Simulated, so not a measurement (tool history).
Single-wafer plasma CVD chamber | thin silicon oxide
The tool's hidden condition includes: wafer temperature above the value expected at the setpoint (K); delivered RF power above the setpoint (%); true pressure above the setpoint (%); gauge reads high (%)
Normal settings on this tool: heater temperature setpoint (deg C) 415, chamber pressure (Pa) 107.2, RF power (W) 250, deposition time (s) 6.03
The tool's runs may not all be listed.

run	day	heater temperature setpoint (deg C)	chamber pressure (Pa)	RF power (W)	deposition time (s)	wafers since the last listed run	hours since the last thermocouple change	hours since the last RF generator calibration	hours since the last manometer calibration	hours since the showerhead was replaced	hours since the gauge calibration	read-back reference wafer on the same gauge, thickness_nm	mean film thickness on the monitor wafer (nm)
1	0.000	415	107.2	250	6.03	0	1199.2	305.0	534.1	3186.3	662.3	11.703	10.011
2	1.033	415	97.2	250	6.03	1007	1224.0	329.8	558.9	3211.1	687.1	11.702	9.196
3	3.250	415	97.2	250	6.03	2161	1277.2	383.0	612.1	3264.3	740.3	11.706	9.235
4	4.475	415	107.2	250	6.03	1194	1306.6	412.4	641.5	3293.7	769.7	11.702	9.862
# day 6.275: showerhead replaced
5	7.462	415	107.2	250	6.03	2588	1378.3	484.1	713.2	28.5	841.4	11.678	9.763
6	9.238	415	107.2	250	6.03	1730	1420.9	526.7	755.8	71.1	884.0	11.701	9.827
7	11.958	423	92.0	250	6.03	2653	1486.2	592.0	821.1	136.4	949.3	11.690	8.794
8	13.558	415	107.2	235	4.93	1560	1524.6	630.4	859.5	174.8	987.7	11.723	7.868
9	15.433	402	107.2	250	6.03	1828	1569.6	675.4	904.5	219.8	1032.7	11.700	9.892
10	17.029	410	114.5	280	6.90	1556	1607.9	713.7	942.8	258.1	1071.0	11.699	12.544
# day 19.642: RF generator calibrated
11	19.662	410	116.8	250	5.59	2242	1671.1	0.5	1006.0	321.3	1134.2	11.701	10.045
# day 20.500: capacitance manometer re-zeroed and calibrated
12	21.817	401	126.8	220	6.41	1775	1722.8	52.2	31.6	373.0	1185.9	11.709	11.441
13	23.308	424	124.0	205	7.22	1454	1758.6	88.0	67.4	408.8	1221.7	11.688	11.929
14	25.888	415	107.2	250	6.03	2515	1820.5	149.9	129.3	470.7	1283.6	11.692	9.937

Run 15 has not been measured yet. What should we expect?
15	28.021	406	107.2	250	6.96	2080	1871.7	201.1	180.5	521.9	1334.8	?	?

Run 15 measured read-back reference wafer on the same gauge, thickness_nm 11.709, mean film thickness on the monitor wafer (nm) 11.501.
Minus the tool's unlogged condition, the same run would have read mean film thickness on the monitor wafer (nm) 11.650.
